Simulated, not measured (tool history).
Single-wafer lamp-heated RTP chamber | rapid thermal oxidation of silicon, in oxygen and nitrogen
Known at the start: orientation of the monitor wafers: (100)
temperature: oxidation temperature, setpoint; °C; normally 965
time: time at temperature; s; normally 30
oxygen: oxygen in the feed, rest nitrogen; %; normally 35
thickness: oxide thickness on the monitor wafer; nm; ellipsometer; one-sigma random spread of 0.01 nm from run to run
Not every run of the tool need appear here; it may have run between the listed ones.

| run | hour | temperature | time | oxygen | wafers since the last listed run | wafers since the last pyrometer calibration | hours since the oxygen flow controller was replaced | hours since the gauge calibration | read-back reference wafer on the same gauge, thickness | thickness |
|---|---|---|---|---|---|---|---|---|---|---|
| 1 | 0 | 965 | 30 | 35 | 0 | 3651 | 5058.5 | 205.7 | 2.391 | 2.644 |
| 2 | 11.2 | 965 | 30 | 35 | 57 | 3708 | 5069.7 | 216.9 | 2.39 | 2.659 |
| 3 | 27.4 | 965 | 30 | 35 | 82 | 3790 | 5085.9 | 233.1 | 2.389 | 2.646 |
| 4 | 44.8 | 965 | 30 | 35 | 88 | 3879 | 5103.3 | 250.5 | 2.391 | 2.648 |
| 5 | 60.6 | 965 | 30 | 35 | 80 | 3959 | 5119.1 | 266.3 | 2.39 | 2.647 |
|  | 69.2 | gauge calibrated |
| 6 | 69.8 | 965 | 30 | 35 | 46 | 4006 | 5128.3 | 0.6 | 2.391 | 2.642 |
| 7 | 84.8 | 965 | 35 | 35 | 76 | 4082 | 5143.3 | 15.6 | 2.39 | 2.774 |
| 8 | 92.9 | 965 | 35 | 35 | 41 | 4123 | 5151.4 | 23.7 | 2.389 | 2.768 |
| 9 | 99.8 | 965 | 35 | 35 | 35 | 4159 | 5158.3 | 30.6 | 2.391 | 2.759 |
| 10 | 111 | 965 | 33 | 35 | 57 | 4216 | 5169.5 | 41.8 | 2.389 | 2.714 |
| 11 | 118.3 | 965 | 33 | 35 | 37 | 4253 | 5176.8 | 49.1 | 2.39 | 2.715 |
| 12 | 131 | 965 | 33 | 35 | 64 | 4317 | 5189.5 | 61.8 | 2.392 | 2.724 |
| 13 | 148.8 | 965 | 18 | 35 | 90 | 4408 | 5207.3 | 79.6 | 2.39 | 2.343 |
| 14 | 164.2 | 965 | 18 | 35 | 78 | 4486 | 5222.7 | 95 | 2.392 | 2.363 |
| 15 | 170.6 | 965 | 18 | 35 | 32 | 4519 | 5229.1 | 101.4 | 2.391 | 2.369 |
| 16 | 176.6 | 965 | 30 | 54 | 30 | 4549 | 5235.1 | 107.4 | 2.39 | 2.891 |
| 17 | 182.8 | 965 | 30 | 54 | 31 | 4581 | 5241.3 | 113.6 | 2.389 | 2.908 |
| 18 | 198.1 | 965 | 30 | 35 | 77 | 4659 | 5256.6 | 128.9 | 2.39 | 2.638 |
| 19 | 210.7 | 947 | 30 | 35 | 64 | 4723 | 5269.2 | 141.5 | 2.39 | 2.492 |
| 20 | 221.5 | 986 | 30 | 53 | 54 | 4778 | 5280 | 152.3 | 2.39 | 3.235 |
| 21 | 229 | 965 | 30 | 35 | 38 | 4816 | 5287.5 | 159.8 | 2.39 | 2.641 |
|  | 264.6 | pyrometer window cleaned and pyrometer calibrated |
| 22 | 265.1 | 945 | 24 | 35 | 143 | 2 | 5323.6 | 195.9 | 2.39 | 2.356 |
| 23 | 272.6 | 935 | 40 | 17 | 38 | 40 | 5331.1 | 203.4 | 2.39 | 2.344 |
| 24 | 279.9 | 965 | 30 | 35 | 37 | 77 | 5338.4 | 210.7 | 2.39 | 2.65 |
| 25 | 286.7 | 965 | 43 | 22 | 34 | 112 | 5345.2 | 217.5 | 2.389 | 2.695 |
| 26 | 299.8 | 965 | 35 | 26 | 66 | 179 | 5358.3 | 230.6 | 2.39 | 2.625 |
| 27 | 312.7 | 965 | 40 | 35 | 65 | 244 | 5371.2 | 243.5 | 2.389 | 2.876 |
| 28 | 320 | 965 | 17 | 35 | 37 | 281 | 5378.5 | 250.8 | 2.391 | 2.345 |
|  | 323.3 | gauge calibrated |
| 29 | 333.1 | 985 | 30 | 35 | 66 | 348 | 5391.6 | 9.8 | 2.389 | 2.902 |
|  | 345.4 | oxygen flow controller replaced |
| 30 | 350.6 | 965 | 35 | 26 | 48 | 396 | 5.2 | 27.3 | 2.39 | 2.61 |
| 31 | 359.6 | 965 | 30 | 35 | 45 | 442 | 14.2 | 36.3 | 2.391 | 2.662 |
| 32 | 374.2 | 965 | 24 | 43 | 74 | 517 | 28.8 | 50.9 | 2.39 | 2.611 |
| 33 | 383.6 | 955 | 25 | 54 | 47 | 564 | 38.2 | 60.3 | 2.389 | 2.644 |
| 34 | 413.8 | 987 | 39 | 35 | 153 | 718 | 68.4 | 90.5 | 2.391 | 3.193 |
| 35 | 422.9 | 965 | 21 | 35 | 46 | 764 | 77.5 | 99.6 | 2.39 | 2.437 |
| 36 | 432.4 | 973 | 18 | 17 | 48 | 813 | 87 | 109.1 | 2.39 | 2.222 |
| 37 | 450 | 948 | 15 | 62 | 89 | 902 | 104.6 | 126.7 | 2.388 | 2.302 |

List, for all runs, the conditions of the tool that the log does not record:
true wafer temperature minus pyrometer reading, K: 0 across all the runs
deviation of the oxygen flow from its setpoint, %: 0 across all the runs
gauge reads high (%): 0 across all the runs

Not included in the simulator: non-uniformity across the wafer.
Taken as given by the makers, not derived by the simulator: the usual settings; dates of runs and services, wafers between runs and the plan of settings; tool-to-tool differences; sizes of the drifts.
